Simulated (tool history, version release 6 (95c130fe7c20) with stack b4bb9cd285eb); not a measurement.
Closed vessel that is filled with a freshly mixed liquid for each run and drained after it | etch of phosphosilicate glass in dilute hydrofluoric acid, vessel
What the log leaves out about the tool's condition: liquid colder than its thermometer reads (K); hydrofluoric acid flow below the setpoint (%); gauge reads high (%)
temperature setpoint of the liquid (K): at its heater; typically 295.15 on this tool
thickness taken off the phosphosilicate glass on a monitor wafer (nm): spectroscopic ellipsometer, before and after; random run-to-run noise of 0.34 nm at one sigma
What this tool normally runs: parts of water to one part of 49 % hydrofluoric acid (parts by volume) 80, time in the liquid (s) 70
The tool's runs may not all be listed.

| run | hour | temperature setpoint of the liquid (K) | parts of water to one part of 49 % hydrofluoric acid (parts by volume) | time in the liquid (s) | wafers since the last listed run | hours since the thermometer was replaced | hours since the hydrofluoric acid flow meter was replaced | hours since the gauge calibration | read-back film thickness of the phosphosilicate glass reference wafer, read on the same gauge (nm) | thickness taken off the phosphosilicate glass on a monitor wafer (nm) |
|---|---|---|---|---|---|---|---|---|---|---|
| 1 | 0.0 | 295.15 | 80 | 55 | 0 | 1121.7 | 1203.0 | 198.6 | 99.98 | 41.06 |
| 2 | 14.1 | 295.15 | 80 | 55 | 2103 | 1135.8 | 1217.1 | 212.7 | 100.00 | 40.58 |
| 3 | 21.2 | 295.15 | 80 | 70 | 1058 | 1142.9 | 1224.2 | 219.8 | 100.00 | 52.04 |
| 4 | 37.0 | 295.15 | 80 | 85 | 2356 | 1158.7 | 1240.0 | 235.6 | 99.98 | 63.27 |
| 5 | 45.9 | 295.15 | 80 | 85 | 1327 | 1167.6 | 1248.9 | 244.5 | 100.00 | 63.59 |
| 6 | 56.9 | 298.15 | 95 | 70 | 1640 | 1178.6 | 1259.9 | 255.5 | 100.00 | 48.88 |
| 7 | 67.7 | 298.15 | 95 | 70 | 1610 | 1189.4 | 1270.7 | 266.3 | 99.98 | 48.74 |
| 8 | 80.5 | 295.15 | 80 | 70 | 1909 | 1202.2 | 1283.5 | 279.1 | 99.98 | 52.17 |
| 9 | 91.9 | 295.15 | 80 | 70 | 1700 | 1213.6 | 1294.9 | 290.5 | 99.98 | 52.19 |
| 10 | 109.6 | 295.15 | 80 | 70 | 2640 | 1231.3 | 1312.6 | 308.2 | 99.99 | 51.89 |
|  | 113.4 | gauge calibrated |
|  | 115.2 | thermometer replaced |
| 11 | 115.9 | 292.65 | 55 | 70 | 790 | 0.7 | 1318.9 | 2.5 | 99.99 | 77.43 |
| 12 | 128.9 | 292.65 | 55 | 70 | 1939 | 13.7 | 1331.9 | 15.5 | 100.01 | 76.77 |
| 13 | 135.8 | 295.15 | 80 | 70 | 1029 | 20.6 | 1338.8 | 22.4 | 99.99 | 56.64 |
| 14 | 148.6 | 298.15 | 80 | 50 | 1909 | 33.4 | 1351.6 | 35.2 | 99.97 | 45.79 |
| 15 | 161.0 | 295.15 | 80 | 70 | 1849 | 45.8 | 1364.0 | 47.6 | 100.01 | 56.65 |
| 16 | 169.4 | 298.65 | 100 | 105 | 1252 | 54.2 | 1372.4 | 56.0 | 99.99 | 75.90 |
| 17 | 177.6 | 295.15 | 80 | 70 | 1223 | 62.4 | 1380.6 | 64.2 | 99.99 | 56.57 |
| 18 | 194.8 | 296.65 | 95 | 100 | 2565 | 79.6 | 1397.8 | 81.4 | 100.00 | 69.93 |
|  | 196.8 | hydrofluoric acid flow meter replaced |
| 19 | 207.4 | 290.65 | 90 | 70 | 1730 | 92.2 | 10.6 | 94.0 | 99.99 | 40.77 |
| 20 | 224.2 | 295.15 | 80 | 40 | 2505 | 109.0 | 27.4 | 110.8 | 100.01 | 32.10 |
| 21 | 274.2 | 295.15 | 60 | 70 | 7457 | 159.0 | 77.4 | 160.8 | 100.00 | 76.34 |
| 22 | 287.0 | 299.65 | 65 | 85 | 1909 | 171.8 | 90.2 | 173.6 | 99.97 | 102.23 |
| 23 | 295.6 | 295.15 | 80 | 70 | 1282 | 180.4 | 98.8 | 182.2 | 100.00 | 55.21 |
| 24 | 307.7 | 299.15 | 70 | 85 | 1804 | 192.5 | 110.9 | 194.3 | 100.00 | 92.26 |
| 25 | 318.1 | 295.15 | 80 | 70 | 1551 | 202.9 | 121.3 | 204.7 | 100.02 | 55.33 |
| 26 | 327.0 | 295.15 | 45 | 70 | 1327 | 211.8 | 130.2 | 213.6 | 100.01 | 103.98 |

The tool's hidden state at each run:
hydrofluoric acid flow below the setpoint (%): 0 at every run
gauge reads high (%): 0 at every run
H1: liquid colder than its thermometer reads (K)
| run | H1 |
|---|---|
| 1 | 2.14 |
| 2 | 2.17 |
| 3 | 2.18 |
| 4 | 2.21 |
| 5 | 2.23 |
| 6 | 2.25 |
| 7 | 2.27 |
| 8 | 2.29 |
| 9 | 2.31 |
| 10 | 2.34 |
| 11 | 0.195 |
| 12 | 0.219 |
| 13 | 0.231 |
| 14 | 0.255 |
| 15 | 0.278 |
| 16 | 0.293 |
| 17 | 0.309 |
| 18 | 0.34 |
| 19 | 0.364 |
| 20 | 0.395 |
| 21 | 0.487 |
| 22 | 0.511 |
| 23 | 0.527 |
| 24 | 0.549 |
| 25 | 0.568 |
| 26 | 0.585 |

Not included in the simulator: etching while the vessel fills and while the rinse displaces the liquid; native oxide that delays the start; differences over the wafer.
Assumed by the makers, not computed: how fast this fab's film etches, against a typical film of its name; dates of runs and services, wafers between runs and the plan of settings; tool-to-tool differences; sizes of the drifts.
